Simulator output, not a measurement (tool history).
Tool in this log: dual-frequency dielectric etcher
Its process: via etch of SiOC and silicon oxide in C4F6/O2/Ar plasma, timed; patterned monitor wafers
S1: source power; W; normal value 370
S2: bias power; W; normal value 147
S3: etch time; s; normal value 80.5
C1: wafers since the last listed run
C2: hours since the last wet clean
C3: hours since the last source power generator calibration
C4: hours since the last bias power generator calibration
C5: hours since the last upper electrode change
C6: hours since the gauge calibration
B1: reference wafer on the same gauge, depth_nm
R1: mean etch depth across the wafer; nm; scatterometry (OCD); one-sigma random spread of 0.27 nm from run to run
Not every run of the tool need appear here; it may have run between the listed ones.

| run | hour | S1 | S2 | S3 | C1 | C2 | C3 | C4 | C5 | C6 | B1 | R1 |
|---|---|---|---|---|---|---|---|---|---|---|---|---|
| 1 | 0.0 | 370 | 147 | 65.5 | 0 | 69.6 | 3685.2 | 2105.0 | 4988.1 | 9.1 | 104.1 | 73.2 |
| 2 | 59.1 | 370 | 129 | 80.5 | 702 | 128.7 | 3744.3 | 2164.1 | 5047.2 | 68.2 | 104.1 | 84.6 |
| 3 | 96.2 | 370 | 129 | 80.5 | 441 | 165.8 | 3781.4 | 2201.2 | 5084.3 | 105.3 | 104.0 | 84.4 |
| 4 | 136.5 | 370 | 129 | 80.5 | 479 | 206.1 | 3821.7 | 2241.5 | 5124.6 | 145.6 | 104.2 | 84.7 |
| 5 | 191.4 | 370 | 147 | 80.5 | 652 | 261.0 | 3876.6 | 2296.4 | 5179.5 | 200.5 | 104.1 | 89.9 |
| 6 | 260.6 | 370 | 147 | 80.5 | 823 | 330.2 | 3945.8 | 2365.6 | 5248.7 | 269.7 | 104.2 | 89.9 |
|  | 289.0 | wet clean of the chamber |
| 7 | 321.4 | 370 | 147 | 80.5 | 437 | 32.4 | 4006.6 | 2426.4 | 5309.5 | 330.5 | 104.1 | 89.7 |
| 8 | 389.5 | 340 | 147 | 80.5 | 809 | 100.5 | 4074.7 | 2494.5 | 5377.6 | 398.6 | 104.2 | 86.3 |
| 9 | 424.1 | 340 | 147 | 80.5 | 411 | 135.1 | 4109.3 | 2529.1 | 5412.2 | 433.2 | 104.1 | 86.0 |
| 10 | 462.3 | 340 | 147 | 80.5 | 454 | 173.3 | 4147.5 | 2567.3 | 5450.4 | 471.4 | 104.1 | 86.0 |
|  | 502.0 | source power generator calibrated |
| 11 | 502.5 | 370 | 147 | 80.5 | 430 | 213.5 | 0.5 | 2607.5 | 5490.6 | 511.6 | 104.1 | 89.8 |
|  | 529.1 | upper electrode replaced |
| 12 | 548.5 | 450 | 147 | 91.5 | 261 | 259.5 | 46.5 | 2653.5 | 19.4 | 557.6 | 104.0 | 112.1 |
| 13 | 588.6 | 340 | 147 | 80.5 | 476 | 299.6 | 86.6 | 2693.6 | 59.5 | 597.7 | 104.1 | 85.8 |

The next listed run, before its measurement:
|  | 651.1 | wet clean of the chamber |
| 14 | 657.5 | 400 | 114 | 92.0 | 534 | 6.4 | 155.5 | 2762.5 | 128.4 | 666.6 | ? | ? |

Run 14 gave B1 104.2, R1 94.3 nm.
If the tool had no hidden condition, the same run with the same run-to-run variation would have returned R1 94.3 nm.

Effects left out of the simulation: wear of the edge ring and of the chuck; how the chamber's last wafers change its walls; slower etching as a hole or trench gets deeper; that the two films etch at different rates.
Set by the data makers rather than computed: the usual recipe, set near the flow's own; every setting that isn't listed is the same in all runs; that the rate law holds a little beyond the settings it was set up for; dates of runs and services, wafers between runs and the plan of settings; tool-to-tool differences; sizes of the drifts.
